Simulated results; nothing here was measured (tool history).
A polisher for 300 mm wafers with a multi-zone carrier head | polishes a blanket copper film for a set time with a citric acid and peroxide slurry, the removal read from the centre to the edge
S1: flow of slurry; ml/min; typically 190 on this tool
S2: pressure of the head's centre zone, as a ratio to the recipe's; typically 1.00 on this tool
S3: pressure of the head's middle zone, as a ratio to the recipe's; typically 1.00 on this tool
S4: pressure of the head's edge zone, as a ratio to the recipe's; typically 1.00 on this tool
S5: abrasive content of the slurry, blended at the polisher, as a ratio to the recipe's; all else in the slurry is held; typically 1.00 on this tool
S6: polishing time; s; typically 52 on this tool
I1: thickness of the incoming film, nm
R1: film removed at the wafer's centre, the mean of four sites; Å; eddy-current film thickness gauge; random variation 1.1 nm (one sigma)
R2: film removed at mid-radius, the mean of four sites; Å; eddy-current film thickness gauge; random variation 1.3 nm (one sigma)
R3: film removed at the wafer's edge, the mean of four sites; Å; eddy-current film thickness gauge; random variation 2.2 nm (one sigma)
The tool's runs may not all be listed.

{"run": 1, "hour": 0.0, "S1": 190, "S2": 1.0, "S3": 1.0, "S4": 1.0, "S5": 1.0, "S6": 52, "I1": 1019.0, "R1": 1452, "R2": 1513, "R3": 1513}
{"hour": 10.2, "done": "centre zone pressure recalibrated"}
{"run": 2, "hour": 10.7, "S1": 190, "S2": 1.0, "S3": 1.0, "S4": 1.0, "S5": 1.0, "S6": 52, "I1": 1014.5, "R1": 1427, "R2": 1509, "R3": 1502}
{"run": 3, "hour": 15.5, "S1": 190, "S2": 1.0, "S3": 1.0, "S4": 1.0, "S5": 1.0, "S6": 52, "I1": 1023.7, "R1": 1442, "R2": 1509, "R3": 1481}
{"hour": 40.6, "done": "edge zone pressure recalibrated"}
{"run": 4, "hour": 68.8, "S1": 190, "S2": 1.0, "S3": 1.0, "S4": 1.0, "S5": 1.0, "S6": 52, "I1": 1009.2, "R1": 1433, "R2": 1483, "R3": 1486}
{"hour": 83.0, "done": "worn pad replaced by a new one"}
{"run": 5, "hour": 83.5, "S1": 140, "S2": 1.0, "S3": 1.0, "S4": 1.0, "S5": 1.0, "S6": 52, "I1": 991.9, "R1": 1482, "R2": 1576, "R3": 1549}
{"run": 6, "hour": 88.0, "S1": 160, "S2": 1.0, "S3": 1.0, "S4": 1.0, "S5": 1.0, "S6": 52, "I1": 1010.8, "R1": 1497, "R2": 1585, "R3": 1557}
{"run": 7, "hour": 95.0, "S1": 190, "S2": 1.0, "S3": 1.0, "S4": 1.0, "S5": 1.0, "S6": 52, "I1": 999.5, "R1": 1545, "R2": 1627, "R3": 1567}
{"run": 8, "hour": 140.6, "S1": 190, "S2": 0.95, "S3": 1.0, "S4": 1.0, "S5": 1.0, "S6": 52, "I1": 1011.9, "R1": 1401, "R2": 1541, "R3": 1516}
{"run": 9, "hour": 150.4, "S1": 225, "S2": 1.0, "S3": 1.0, "S4": 1.0, "S5": 1.0, "S6": 58, "I1": 1003.7, "R1": 1656, "R2": 1746, "R3": 1712}
{"run": 10, "hour": 180.0, "S1": 190, "S2": 1.0, "S3": 1.0, "S4": 1.0, "S5": 1.0, "S6": 52, "I1": 999.1, "R1": 1456, "R2": 1499, "R3": 1505}
{"run": 11, "hour": 188.3, "S1": 170, "S2": 1.0, "S3": 1.08, "S4": 1.0, "S5": 1.0, "S6": 69, "I1": 1019.3, "R1": 1882, "R2": 2096, "R3": 1911}
{"hour": 205.8, "done": "carrier head's membrane replaced by a new one"}
{"hour": 206.8, "done": "worn pad replaced by a new one"}
{"run": 12, "hour": 207.8, "S1": 190, "S2": 1.0, "S3": 1.0, "S4": 1.0, "S5": 1.0, "S6": 52, "I1": 1004.1, "R1": 1565, "R2": 1630, "R3": 1603}
{"run": 13, "hour": 221.6, "S1": 190, "S2": 0.9, "S3": 1.07, "S4": 1.0, "S5": 0.75, "S6": 52, "I1": 1015.4, "R1": 1286, "R2": 1589, "R3": 1469}
{"hour": 231.8, "done": "slurry nozzle cleaned"}
{"run": 14, "hour": 237.4, "S1": 190, "S2": 1.08, "S3": 0.93, "S4": 1.0, "S5": 0.75, "S6": 40, "I1": 1013.1, "R1": 1150, "R2": 1054, "R3": 1127}
{"run": 15, "hour": 243.9, "S1": 190, "S2": 1.0, "S3": 1.0, "S4": 1.0, "S5": 1.0, "S6": 52, "I1": 1029.6, "R1": 1482, "R2": 1542, "R3": 1557}
{"run": 16, "hour": 276.2, "S1": 190, "S2": 1.0, "S3": 1.0, "S4": 1.0, "S5": 1.0, "S6": 52, "I1": 1023.7, "R1": 1447, "R2": 1513, "R3": 1496}
{"run": 17, "hour": 287.4, "S1": 190, "S2": 1.0, "S3": 0.97, "S4": 1.12, "S5": 1.0, "S6": 52, "I1": 1014.3, "R1": 1460, "R2": 1476, "R3": 1594}
{"run": 18, "hour": 294.8, "S1": 190, "S2": 1.0, "S3": 1.0, "S4": 1.0, "S5": 1.0, "S6": 67, "I1": 1024.5, "R1": 1857, "R2": 1962, "R3": 1931}
{"run": 19, "hour": 312.8, "S1": 240, "S2": 1.0, "S3": 1.0, "S4": 1.0, "S5": 1.1, "S6": 52, "I1": 1022.5, "R1": 1538, "R2": 1594, "R3": 1526}
{"run": 20, "hour": 320.2, "S1": 190, "S2": 1.04, "S3": 0.9, "S4": 1.0, "S5": 1.0, "S6": 52, "I1": 1003.4, "R1": 1481, "R2": 1379, "R3": 1455}
{"run": 21, "hour": 332.7, "S1": 225, "S2": 1.08, "S3": 1.0, "S4": 0.88, "S5": 1.0, "S6": 65, "I1": 1003.6, "R1": 1978, "R2": 1927, "R3": 1779}

Give the tool's hidden conditions for every run:
slurry flow missing at the pad, %: 0, the same for each run
deviation of the centre zone's pressure from its setpoint, %: 0, the same for each run
deviation of the edge zone's pressure from its setpoint, %: 0, the same for each run
H1: removal rate lost through wear of the pad, %
run=1 H1=8.22
run=2 H1=8.7
run=3 H1=8.88
run=4 H1=10
run=5 H1=0.374
run=6 H1=1.21
run=7 H1=2.36
run=8 H1=6.88
run=9 H1=7.41
run=10 H1=8.48
run=11 H1=8.68
run=12 H1=0.678
run=13 H1=2.99
run=14 H1=4.94
run=15 H1=5.57
run=16 H1=7.72
run=17 H1=8.18
run=18 H1=8.44
run=19 H1=8.91
run=20 H1=9.06
run=21 H1=9.27
